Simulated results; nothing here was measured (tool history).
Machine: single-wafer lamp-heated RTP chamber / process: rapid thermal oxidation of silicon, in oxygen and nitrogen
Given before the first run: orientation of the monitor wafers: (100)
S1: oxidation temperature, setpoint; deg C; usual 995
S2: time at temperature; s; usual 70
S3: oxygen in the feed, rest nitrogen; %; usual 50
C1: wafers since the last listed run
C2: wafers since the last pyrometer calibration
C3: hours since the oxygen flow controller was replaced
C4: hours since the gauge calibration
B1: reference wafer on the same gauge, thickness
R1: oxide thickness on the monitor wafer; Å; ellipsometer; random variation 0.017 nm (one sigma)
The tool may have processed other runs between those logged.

run,hour,S1,S2,S3,C1,C2,C3,C4,B1,R1
1,0.0,995,48,63,0,3981,2925.5,61.3,4.440,46.37
2,27.8,995,48,63,108,4090,2953.3,89.1,4.443,46.13
3,44.0,995,58,50,63,4153,2969.5,105.3,4.438,46.45
4,59.4,995,58,50,60,4213,2984.9,120.7,4.442,46.30
5,78.2,995,58,50,73,4286,3003.7,139.5,4.435,46.56
6,99.4,1010,70,50,82,4369,3024.9,160.7,4.436,55.82
# hour 157.0: oxygen flow controller replaced
7,168.5,1010,70,50,238,4608,11.5,229.8,4.436,55.63
8,201.3,1010,70,50,128,4736,44.3,262.6,4.437,55.64
9,213.6,1002,70,50,48,4784,56.6,274.9,4.434,52.97
# hour 217.6: gauge calibrated
10,242.1,995,70,50,111,4895,85.1,24.5,4.439,50.23
11,269.6,995,70,41,107,5002,112.6,52.0,4.434,47.00
# hour 280.3: pyrometer window cleaned and pyrometer calibrated
12,300.6,995,46,50,89,79,143.6,83.0,4.440,39.57
13,314.4,995,50,50,53,133,157.4,96.8,4.436,40.75
14,339.6,972,100,50,98,231,182.6,122.0,4.436,46.59
15,353.2,995,36,50,53,284,196.2,135.6,4.439,36.20
16,385.8,980,70,50,127,411,228.8,168.2,4.440,42.73
17,414.5,995,99,50,112,523,257.5,196.9,4.439,54.98
18,436.6,1020,89,69,86,610,279.6,219.0,4.441,71.06

Alternative continuations, all from the tool just after run 18; predict every row:
A,437.1,966,70,50,1,611,280.1,219.5,?,?
B,437.1,1019,53,27,1,611,280.1,219.5,?,?
C,437.1,1012,70,71,1,611,280.1,219.5,?,?
D,437.1,981,44,63,1,611,280.1,219.5,?,?
E,437.1,995,103,74,1,611,280.1,219.5,?,?

run,B1,R1
A,4.446,39.17
B,4.446,41.01
C,4.446,60.89
D,4.446,38.65
E,4.446,64.87
With the hidden condition removed and each run's random variation left untouched, the same runs would have given:
run,R1
A,38.18
B,40.02
C,59.25
D,37.69
E,63.07
